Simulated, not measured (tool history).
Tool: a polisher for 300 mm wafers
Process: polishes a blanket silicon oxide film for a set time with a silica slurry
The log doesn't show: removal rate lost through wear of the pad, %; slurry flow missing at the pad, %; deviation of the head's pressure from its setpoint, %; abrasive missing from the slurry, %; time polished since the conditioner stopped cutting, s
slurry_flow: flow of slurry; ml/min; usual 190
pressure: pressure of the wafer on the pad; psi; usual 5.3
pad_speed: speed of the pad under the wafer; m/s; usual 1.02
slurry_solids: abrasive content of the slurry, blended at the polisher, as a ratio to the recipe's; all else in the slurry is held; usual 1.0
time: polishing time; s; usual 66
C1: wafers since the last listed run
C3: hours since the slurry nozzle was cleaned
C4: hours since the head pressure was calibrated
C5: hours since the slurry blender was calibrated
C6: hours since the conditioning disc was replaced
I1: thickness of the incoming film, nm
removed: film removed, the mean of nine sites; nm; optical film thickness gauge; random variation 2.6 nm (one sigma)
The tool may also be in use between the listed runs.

{"run": 1, "hour": 0.0, "slurry_flow": 190, "pressure": 5.3, "pad_speed": 1.02, "slurry_solids": 1.0, "time": 66, "C1": 0, "wafers polished on this pad": 2453, "C3": 96.2, "C4": 678.7, "C5": 182.7, "C6": 348.6, "I1": 1537.2, "removed": 224.2}
{"hour": 27.7, "done": "worn pad replaced by a new one"}
{"hour": 30.3, "done": "slurry blender recalibrated"}
{"run": 2, "hour": 39.7, "slurry_flow": 190, "pressure": 5.3, "pad_speed": 1.02, "slurry_solids": 1.0, "time": 66, "C1": 535, "wafers polished on this pad": 158, "C3": 135.9, "C4": 718.4, "C5": 9.4, "C6": 388.3, "I1": 1570.4, "removed": 221.3}
{"run": 3, "hour": 93.5, "slurry_flow": 190, "pressure": 5.3, "pad_speed": 1.02, "slurry_solids": 1.0, "time": 66, "C1": 855, "wafers polished on this pad": 1014, "C3": 189.7, "C4": 772.2, "C5": 63.2, "C6": 442.1, "I1": 1554.6, "removed": 220.5}
{"hour": 109.3, "done": "conditioning disc replaced and pad reconditioned"}
{"run": 4, "hour": 138.6, "slurry_flow": 190, "pressure": 5.3, "pad_speed": 1.02, "slurry_solids": 1.0, "time": 66, "C1": 685, "wafers polished on this pad": 1699, "C3": 234.8, "C4": 817.3, "C5": 108.3, "C6": 29.3, "I1": 1526.9, "removed": 235.7}
{"run": 5, "hour": 189.3, "slurry_flow": 190, "pressure": 5.3, "pad_speed": 1.02, "slurry_solids": 1.0, "time": 66, "C1": 806, "wafers polished on this pad": 2505, "C3": 285.5, "C4": 868.0, "C5": 159.0, "C6": 80.0, "I1": 1552.6, "removed": 229.9}
{"hour": 194.6, "done": "worn pad replaced by a new one"}
{"run": 6, "hour": 216.7, "slurry_flow": 190, "pressure": 5.3, "pad_speed": 1.02, "slurry_solids": 1.0, "time": 55, "C1": 372, "wafers polished on this pad": 351, "C3": 312.9, "C4": 895.4, "C5": 186.4, "C6": 107.4, "I1": 1559.2, "removed": 195.4}
{"hour": 222.7, "done": "slurry blender recalibrated"}
{"run": 7, "hour": 273.3, "slurry_flow": 190, "pressure": 5.3, "pad_speed": 1.02, "slurry_solids": 1.0, "time": 55, "C1": 868, "wafers polished on this pad": 1219, "C3": 369.5, "C4": 952.0, "C5": 50.6, "C6": 164.0, "I1": 1558.6, "removed": 197.0}
{"run": 8, "hour": 323.6, "slurry_flow": 190, "pressure": 5.3, "pad_speed": 1.02, "slurry_solids": 1.0, "time": 55, "C1": 799, "wafers polished on this pad": 2018, "C3": 419.8, "C4": 1002.3, "C5": 100.9, "C6": 214.3, "I1": 1552.3, "removed": 190.1}
{"hour": 363.0, "done": "worn pad replaced by a new one"}
{"run": 9, "hour": 368.7, "slurry_flow": 190, "pressure": 5.3, "pad_speed": 1.02, "slurry_solids": 1.1, "time": 66, "C1": 653, "wafers polished on this pad": 90, "C3": 464.9, "C4": 1047.4, "C5": 146.0, "C6": 259.4, "I1": 1537.1, "removed": 232.0}
{"hour": 403.6, "done": "slurry blender recalibrated"}
{"run": 10, "hour": 404.1, "slurry_flow": 190, "pressure": 5.3, "pad_speed": 1.02, "slurry_solids": 1.0, "time": 66, "C1": 530, "wafers polished on this pad": 621, "C3": 500.3, "C4": 1082.8, "C5": 0.5, "C6": 294.8, "I1": 1566.0, "removed": 229.8}
{"run": 11, "hour": 468.6, "slurry_flow": 135, "pressure": 5.3, "pad_speed": 0.8, "slurry_solids": 0.9, "time": 72, "C1": 1025, "wafers polished on this pad": 1646, "C3": 564.8, "C4": 1147.3, "C5": 65.0, "C6": 359.3, "I1": 1532.4, "removed": 196.1}
{"hour": 475.3, "done": "slurry nozzle cleaned"}
{"hour": 524.4, "done": "conditioning disc replaced and pad reconditioned"}
{"hour": 531.0, "done": "worn pad replaced by a new one"}
{"run": 12, "hour": 534.4, "slurry_flow": 190, "pressure": 5.3, "pad_speed": 1.02, "slurry_solids": 1.1, "time": 48, "C1": 934, "wafers polished on this pad": 54, "C3": 59.1, "C4": 1213.1, "C5": 130.8, "C6": 10.0, "I1": 1565.7, "removed": 158.7}
{"hour": 587.1, "done": "head pressure recalibrated"}
{"hour": 608.2, "done": "slurry blender recalibrated"}
{"hour": 693.0, "done": "worn pad replaced by a new one"}
{"hour": 707.7, "done": "conditioning disc replaced and pad reconditioned, repeated, since the last time left the tool worse"}
{"run": 13, "hour": 713.1, "slurry_flow": 190, "pressure": 5.3, "pad_speed": 1.02, "slurry_solids": 1.0, "time": 66, "C1": 2681, "wafers polished on this pad": 287, "C3": 237.8, "C4": 126.0, "C5": 104.9, "C6": 5.4, "I1": 1539.9, "removed": 236.5}
{"run": 14, "hour": 756.4, "slurry_flow": 150, "pressure": 5.3, "pad_speed": 1.02, "slurry_solids": 1.0, "time": 53, "C1": 688, "wafers polished on this pad": 976, "C3": 281.1, "C4": 169.3, "C5": 148.2, "C6": 48.7, "I1": 1561.3, "removed": 187.8}
{"run": 15, "hour": 823.2, "slurry_flow": 190, "pressure": 3.9, "pad_speed": 1.02, "slurry_solids": 1.0, "time": 58, "C1": 1061, "wafers polished on this pad": 2038, "C3": 347.9, "C4": 236.1, "C5": 215.0, "C6": 115.5, "I1": 1560.4, "removed": 165.5}
{"hour": 826.6, "done": "slurry blender recalibrated"}
{"run": 16, "hour": 863.9, "slurry_flow": 190, "pressure": 5.3, "pad_speed": 1.02, "slurry_solids": 1.1, "time": 48, "C1": 615, "wafers polished on this pad": 2653, "C3": 388.6, "C4": 276.8, "C5": 37.3, "C6": 156.2, "I1": 1538.5, "removed": 175.5}
{"hour": 882.2, "done": "worn pad replaced by a new one"}
{"run": 17, "hour": 889.1, "slurry_flow": 190, "pressure": 4.4, "pad_speed": 1.02, "slurry_solids": 1.0, "time": 89, "C1": 337, "wafers polished on this pad": 109, "C3": 413.8, "C4": 302.0, "C5": 62.5, "C6": 181.4, "I1": 1526.4, "removed": 273.2}

Forecast each of these 5 alternatives for the next run:
{"run": "A", "hour": 889.5, "slurry_flow": 150, "pressure": 5.3, "pad_speed": 1.02, "slurry_solids": 1.0, "time": 66, "C1": 6, "wafers polished on this pad": 115, "C3": 414.2, "C4": 302.4, "C5": 62.9, "C6": 181.8, "I1": 1575.9, "removed": "?"}
{"run": "B", "hour": 889.5, "slurry_flow": 145, "pressure": 7.1, "pad_speed": 1.02, "slurry_solids": 1.0, "time": 66, "C1": 6, "wafers polished on this pad": 115, "C3": 414.2, "C4": 302.4, "C5": 62.9, "C6": 181.8, "I1": 1575.9, "removed": "?"}
{"run": "C", "hour": 889.5, "slurry_flow": 190, "pressure": 3.7, "pad_speed": 1.02, "slurry_solids": 1.0, "time": 66, "C1": 6, "wafers polished on this pad": 115, "C3": 414.2, "C4": 302.4, "C5": 62.9, "C6": 181.8, "I1": 1575.9, "removed": "?"}
{"run": "D", "hour": 889.5, "slurry_flow": 190, "pressure": 5.3, "pad_speed": 1.02, "slurry_solids": 1.0, "time": 82, "C1": 6, "wafers polished on this pad": 115, "C3": 414.2, "C4": 302.4, "C5": 62.9, "C6": 181.8, "I1": 1575.9, "removed": "?"}
{"run": "E", "hour": 889.5, "slurry_flow": 190, "pressure": 4.0, "pad_speed": 1.02, "slurry_solids": 1.0, "time": 56, "C1": 6, "wafers polished on this pad": 115, "C3": 414.2, "C4": 302.4, "C5": 62.9, "C6": 181.8, "I1": 1575.9, "removed": "?"}

run=A removed=225.8
run=B removed=283.7
run=C removed=178.0
run=D removed=289.1
run=E removed=159.7
Without the tool's hidden state the same runs would have given:
run=A removed=229.4
run=B removed=289.5
run=C removed=180.2
run=D removed=293.8
run=E removed=161.8

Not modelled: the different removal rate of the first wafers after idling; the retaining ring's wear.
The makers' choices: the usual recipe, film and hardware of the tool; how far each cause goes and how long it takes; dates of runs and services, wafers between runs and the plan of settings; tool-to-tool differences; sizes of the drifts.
